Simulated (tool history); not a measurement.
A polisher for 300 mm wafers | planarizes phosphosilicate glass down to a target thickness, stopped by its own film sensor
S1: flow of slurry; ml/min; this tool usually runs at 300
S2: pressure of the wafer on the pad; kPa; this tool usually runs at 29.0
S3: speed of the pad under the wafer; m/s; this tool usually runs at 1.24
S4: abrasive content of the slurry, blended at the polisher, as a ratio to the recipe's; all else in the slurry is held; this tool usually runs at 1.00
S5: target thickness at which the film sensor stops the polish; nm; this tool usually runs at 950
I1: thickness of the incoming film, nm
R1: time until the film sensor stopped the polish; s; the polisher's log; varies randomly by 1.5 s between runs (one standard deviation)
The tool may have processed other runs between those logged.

| run | day | S1 | S2 | S3 | S4 | S5 | I1 | R1 |
|---|---|---|---|---|---|---|---|---|
| 1 | 0.000 | 300 | 29.0 | 1.24 | 1.00 | 950 | 2026.7 | 114.9 |
| 2 | 0.592 | 300 | 29.0 | 1.24 | 1.00 | 950 | 2055.2 | 116.1 |
| 3 | 1.417 | 300 | 29.0 | 1.24 | 1.00 | 950 | 2000.2 | 92.3 |
| 4 | 1.558 | 300 | 29.0 | 1.24 | 1.00 | 950 | 2028.1 | 96.2 |
| 5 | 1.900 | 300 | 29.0 | 1.24 | 1.00 | 1073 | 2055.8 | 87.5 |
| 6 | 2.196 | 300 | 26.2 | 1.48 | 0.75 | 950 | 2050.7 | 109.7 |
| 7 | 2.604 | 365 | 31.7 | 1.48 | 0.75 | 950 | 2006.8 | 84.7 |
| 8 | 3.175 | 230 | 29.0 | 1.24 | 1.20 | 950 | 2007.5 | 91.9 |
| 9 | 3.742 | 300 | 29.0 | 1.24 | 0.75 | 761 | 2038.3 | 126.1 |
| 10 | 4.096 | 300 | 32.4 | 0.96 | 1.00 | 950 | 2054.2 | 103.8 |
| 11 | 4.612 | 300 | 29.0 | 1.50 | 0.90 | 950 | 2036.5 | 93.2 |
| 12 | 5.079 | 300 | 29.0 | 1.24 | 1.00 | 950 | 2038.8 | 102.3 |
| 13 | 6.225 | 300 | 29.0 | 1.24 | 1.00 | 950 | 2069.9 | 105.0 |
| 14 | 7.038 | 245 | 29.0 | 1.40 | 0.75 | 1302 | 1984.7 | 62.6 |
| 15 | 7.342 | 300 | 22.8 | 1.24 | 0.80 | 950 | 2002.7 | 126.3 |
| 16 | 7.967 | 300 | 29.0 | 1.24 | 1.00 | 950 | 2024.9 | 96.5 |
| 17 | 9.400 | 300 | 35.9 | 1.46 | 1.00 | 950 | 2038.9 | 71.2 |
| 18 | 10.100 | 350 | 29.0 | 1.24 | 1.00 | 1252 | 2048.0 | 73.4 |
| 19 | 10.696 | 335 | 22.8 | 1.46 | 0.80 | 950 | 2028.4 | 122.2 |
| 20 | 11.092 | 210 | 20.7 | 1.24 | 0.85 | 950 | 2060.0 | 155.1 |
| 21 | 11.800 | 365 | 31.7 | 1.48 | 0.75 | 950 | 2043.4 | 91.6 |
| 22 | 12.504 | 300 | 29.0 | 1.24 | 1.00 | 950 | 2008.7 | 93.8 |
| 23 | 12.762 | 300 | 29.0 | 1.24 | 1.00 | 950 | 2048.5 | 97.3 |
| 24 | 13.292 | 300 | 29.0 | 1.24 | 1.00 | 950 | 2043.7 | 98.2 |
| 25 | 13.812 | 300 | 39.3 | 1.24 | 1.00 | 1277 | 2020.2 | 50.4 |

Removed from this log: 8 entries logged between the listed runs. Between which two listed runs does each belong, and how does the tool's hidden state at the listed run before it compare with that at the listed run after it?
Between runs 2 and 3: worn pad replaced by a new one, repeated, since the last time left the tool worse (day 1.396)
  removal rate lost through wear of the pad, %: 17.1 -> 1.01
  measured minus no-state result, R1: +19.9 -> +1.0 s
Between runs 8 and 9: slurry blender recalibrated (day 3.288)
  removal rate lost through wear of the pad, %: 3.52 -> 4.33
  measured minus no-state result, R1: +3.2 -> +5.4 s
Between runs 11 and 12: head pressure recalibrated (day 4.983)
  removal rate lost through wear of the pad, %: 5.58 -> 6.24
  measured minus no-state result, R1: +5.2 -> +6.4 s
Between runs 13 and 14: worn pad replaced by a new one (day 7.017)
  removal rate lost through wear of the pad, %: 7.88 -> 0.164
  measured minus no-state result, R1: +8.3 -> +0.1 s
Between runs 15 and 16: slurry blender recalibrated (day 7.483)
  removal rate lost through wear of the pad, %: 0.598 -> 1.49
  measured minus no-state result, R1: +0.7 -> +1.4 s
Between runs 16 and 17: conditioning disc replaced and pad reconditioned (day 9.225)
  removal rate lost through wear of the pad, %: 1.49 -> 3.54
  measured minus no-state result, R1: +1.4 -> +2.5 s
Between runs 20 and 21: slurry blender recalibrated (day 11.388)
  removal rate lost through wear of the pad, %: 5.95 -> 6.96
  measured minus no-state result, R1: +9.2 -> +6.3 s
Between runs 21 and 22: worn pad replaced by a new one (day 12.250)
  removal rate lost through wear of the pad, %: 6.96 -> 1.05
  measured minus no-state result, R1: +6.3 -> +1.0 s
